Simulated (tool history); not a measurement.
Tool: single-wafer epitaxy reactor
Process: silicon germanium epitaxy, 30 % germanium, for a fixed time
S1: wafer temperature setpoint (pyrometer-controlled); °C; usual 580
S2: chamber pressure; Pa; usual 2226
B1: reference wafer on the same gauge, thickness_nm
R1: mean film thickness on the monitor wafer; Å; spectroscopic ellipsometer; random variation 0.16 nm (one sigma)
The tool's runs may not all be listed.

Run 1, day 0.000: usual settings; B1 42.039. Result: R1 359.91 Å.
Run 2, day 4.217: usual settings; B1 42.081. Result: R1 359.27 Å.
Run 3, day 7.767: usual settings but S1 570 °C; B1 42.129. Result: R1 300.54 Å.
Run 4, day 9.671: usual settings but S1 570 °C; B1 42.116. Result: R1 297.94 Å.
Run 5, day 12.800: usual settings but S1 570 °C; B1 42.084. Result: R1 298.34 Å.
Run 6, day 16.562: usual settings; B1 42.034. Result: R1 356.81 Å.
Run 7, day 29.829: usual settings; B1 42.095. Result: R1 355.05 Å.
At day 31.371: showerhead replaced.
Run 8, day 33.604: usual settings; B1 42.040. Result: R1 355.25 Å.
Run 9, day 37.108: usual settings; B1 42.050. Result: R1 354.70 Å.
Run 10, day 41.421: usual settings but S1 572 °C, S2 2373 Pa; B1 41.979. Result: R1 319.90 Å.
Run 11, day 43.750: usual settings but S1 571 °C, S2 1853 Pa; B1 42.092. Result: R1 262.75 Å.
Run 12, day 46.425: usual settings but S1 571 °C, S2 2040 Pa; B1 42.187. Result: R1 281.75 Å.
At day 47.738: gauge calibrated.
Run 13, day 49.508: usual settings but S1 592 °C, S2 2786 Pa; B1 42.071. Result: R1 508.12 Å.

Run 14 comes next. What will it give?
At day 50.462: pyrometer calibrated.
At day 52.654: capacitance manometer re-zeroed and calibrated.
Run 14, day 53.688: usual settings; B1 ?. Result: R1 ?.

B1: 42.123
R1: 373.56 Å
Without the tool's hidden state the same run would have given R1 374.04 Å.
